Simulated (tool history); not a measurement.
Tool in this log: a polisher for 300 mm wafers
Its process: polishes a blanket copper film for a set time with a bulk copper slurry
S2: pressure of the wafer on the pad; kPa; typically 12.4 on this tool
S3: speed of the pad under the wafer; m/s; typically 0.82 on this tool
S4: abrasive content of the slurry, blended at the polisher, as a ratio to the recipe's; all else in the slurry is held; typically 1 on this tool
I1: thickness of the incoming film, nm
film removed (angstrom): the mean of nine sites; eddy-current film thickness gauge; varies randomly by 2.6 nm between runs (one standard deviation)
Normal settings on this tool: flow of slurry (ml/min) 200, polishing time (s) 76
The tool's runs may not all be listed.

run 1 hour=0 | flow_of_slurry_(ml/min)=200 S2=11.7 S3=0.82 S4=1 polishing_time_(s)=76 | I1=3381.8 | film_removed_(angstrom)=3883
run 2 hour=14.2 | flow_of_slurry_(ml/min)=200 S2=11.7 S3=0.82 S4=1 polishing_time_(s)=76 | I1=3479.4 | film_removed_(angstrom)=3857
run 3 hour=30.8 | flow_of_slurry_(ml/min)=200 S2=9.7 S3=0.82 S4=1 polishing_time_(s)=76 | I1=3377.4 | film_removed_(angstrom)=3198
run 4 hour=63.9 | flow_of_slurry_(ml/min)=200 S2=12.4 S3=0.82 S4=1 polishing_time_(s)=76 | I1=3396.6 | film_removed_(angstrom)=4085
run 5 hour=79.5 | flow_of_slurry_(ml/min)=200 S2=12.4 S3=0.82 S4=1 polishing_time_(s)=76 | I1=3394 | film_removed_(angstrom)=4062
run 6 hour=95.4 | flow_of_slurry_(ml/min)=200 S2=12.4 S3=0.82 S4=1 polishing_time_(s)=76 | I1=3430.9 | film_removed_(angstrom)=4087
run 7 hour=119.2 | flow_of_slurry_(ml/min)=220 S2=12.4 S3=0.6 S4=1 polishing_time_(s)=93 | I1=3397.3 | film_removed_(angstrom)=3733
run 8 hour=132.8 | flow_of_slurry_(ml/min)=200 S2=12.4 S3=0.74 S4=0.75 polishing_time_(s)=87 | I1=3366.3 | film_removed_(angstrom)=4124
run 9 hour=145.9 | flow_of_slurry_(ml/min)=200 S2=13.8 S3=0.82 S4=0.9 polishing_time_(s)=76 | I1=3421.4 | film_removed_(angstrom)=4446
-- hour=162.1 slurry blender recalibrated
-- hour=171.6 worn pad replaced by a new one
run 10 hour=172.1 | flow_of_slurry_(ml/min)=160 S2=15.2 S3=0.82 S4=1.15 polishing_time_(s)=76 | I1=3386.3 | film_removed_(angstrom)=4843
run 11 hour=201.6 | flow_of_slurry_(ml/min)=170 S2=12.4 S3=1.1 S4=1 polishing_time_(s)=76 | I1=3420.8 | film_removed_(angstrom)=5268
-- hour=205.7 slurry nozzle cleaned
run 12 hour=221.1 | flow_of_slurry_(ml/min)=200 S2=13.8 S3=0.82 S4=0.85 polishing_time_(s)=76 | I1=3414.2 | film_removed_(angstrom)=4563
run 13 hour=243.9 | flow_of_slurry_(ml/min)=200 S2=12.4 S3=0.82 S4=1 polishing_time_(s)=76 | I1=3384.9 | film_removed_(angstrom)=4140
run 14 hour=262.5 | flow_of_slurry_(ml/min)=165 S2=9.7 S3=0.82 S4=1.2 polishing_time_(s)=76 | I1=3423.1 | film_removed_(angstrom)=3225
run 15 hour=288.8 | flow_of_slurry_(ml/min)=200 S2=12.4 S3=0.82 S4=1 polishing_time_(s)=76 | I1=3444.5 | film_removed_(angstrom)=4167
run 16 hour=308.7 | flow_of_slurry_(ml/min)=200 S2=12.4 S3=0.68 S4=1 polishing_time_(s)=76 | I1=3453.6 | film_removed_(angstrom)=3425
run 17 hour=326.7 | flow_of_slurry_(ml/min)=175 S2=12.4 S3=0.58 S4=1 polishing_time_(s)=68 | I1=3448.9 | film_removed_(angstrom)=2591
run 18 hour=343.5 | flow_of_slurry_(ml/min)=200 S2=12.4 S3=0.56 S4=1 polishing_time_(s)=85 | I1=3415.1 | film_removed_(angstrom)=3216
run 19 hour=368.4 | flow_of_slurry_(ml/min)=200 S2=12.4 S3=0.82 S4=1 polishing_time_(s)=76 | I1=3438.5 | film_removed_(angstrom)=4119
run 20 hour=388.1 | flow_of_slurry_(ml/min)=200 S2=13.8 S3=0.74 S4=1 polishing_time_(s)=76 | I1=3423.3 | film_removed_(angstrom)=4148
-- hour=396.6 head pressure recalibrated
run 21 hour=404 | flow_of_slurry_(ml/min)=245 S2=12.4 S3=0.82 S4=1.2 polishing_time_(s)=92 | I1=3483.5 | film_removed_(angstrom)=5275
run 22 hour=421.4 | flow_of_slurry_(ml/min)=200 S2=12.4 S3=0.82 S4=1 polishing_time_(s)=54 | I1=3392.4 | film_removed_(angstrom)=2948
-- hour=432 worn pad replaced by a new one
run 23 hour=442.2 | flow_of_slurry_(ml/min)=200 S2=12.4 S3=0.82 S4=1 polishing_time_(s)=76 | I1=3402.1 | film_removed_(angstrom)=4168
run 24 hour=462.1 | flow_of_slurry_(ml/min)=200 S2=12.4 S3=0.82 S4=1 polishing_time_(s)=68 | I1=3430.8 | film_removed_(angstrom)=3708
run 25 hour=474.5 | flow_of_slurry_(ml/min)=160 S2=11 S3=0.98 S4=0.9 polishing_time_(s)=76 | I1=3423.7 | film_removed_(angstrom)=4130
run 26 hour=494.4 | flow_of_slurry_(ml/min)=150 S2=12.4 S3=1.06 S4=1 polishing_time_(s)=76 | I1=3411.8 | film_removed_(angstrom)=5059
run 27 hour=519.6 | flow_of_slurry_(ml/min)=265 S2=12.4 S3=0.82 S4=1.2 polishing_time_(s)=76 | I1=3394.2 | film_removed_(angstrom)=4392
run 28 hour=559.2 | flow_of_slurry_(ml/min)=200 S2=12.4 S3=0.82 S4=1 polishing_time_(s)=93 | I1=3432 | film_removed_(angstrom)=5030
-- hour=562.6 slurry blender recalibrated
run 29 hour=576.8 | flow_of_slurry_(ml/min)=200 S2=12.4 S3=0.82 S4=1 polishing_time_(s)=76 | I1=3345.7 | film_removed_(angstrom)=4088

For some of the steps in film removed (angstrom) from one run to the next: how much would appear even if the tool had no hidden state, given the settings, what came in and random variation, and how much remains for the hidden state plus any gauge scatter that the measured result and the result without hidden state don't share?
Hidden conditions of the tool in this case: removal rate lost through wear of the pad, %; slurry flow missing at the pad, %; deviation of the head's pressure from its setpoint, %; abrasive missing from the slurry, %.
Run 9 -> 10: flow of slurry (ml/min) 200 -> 160, S2 13.8 -> 15.2, S4 0.9 -> 1.15, slurry blender recalibrated, worn pad replaced by a new one. film removed (angstrom) +397: hidden state -53, all else +450.
Run 11 -> 12: flow of slurry (ml/min) 170 -> 200, S2 12.4 -> 13.8, S3 1.1 -> 0.82, S4 1 -> 0.85, slurry nozzle cleaned. film removed (angstrom) -705: hidden state +162, all else -867.
Run 21 -> 22: flow of slurry (ml/min) 245 -> 200, S4 1.2 -> 1, polishing time (s) 92 -> 54. film removed (angstrom) -2327: hidden state +13, all else -2340.
Run 22 -> 23: polishing time (s) 54 -> 76, worn pad replaced by a new one. film removed (angstrom) +1220: hidden state -17, all else +1237.
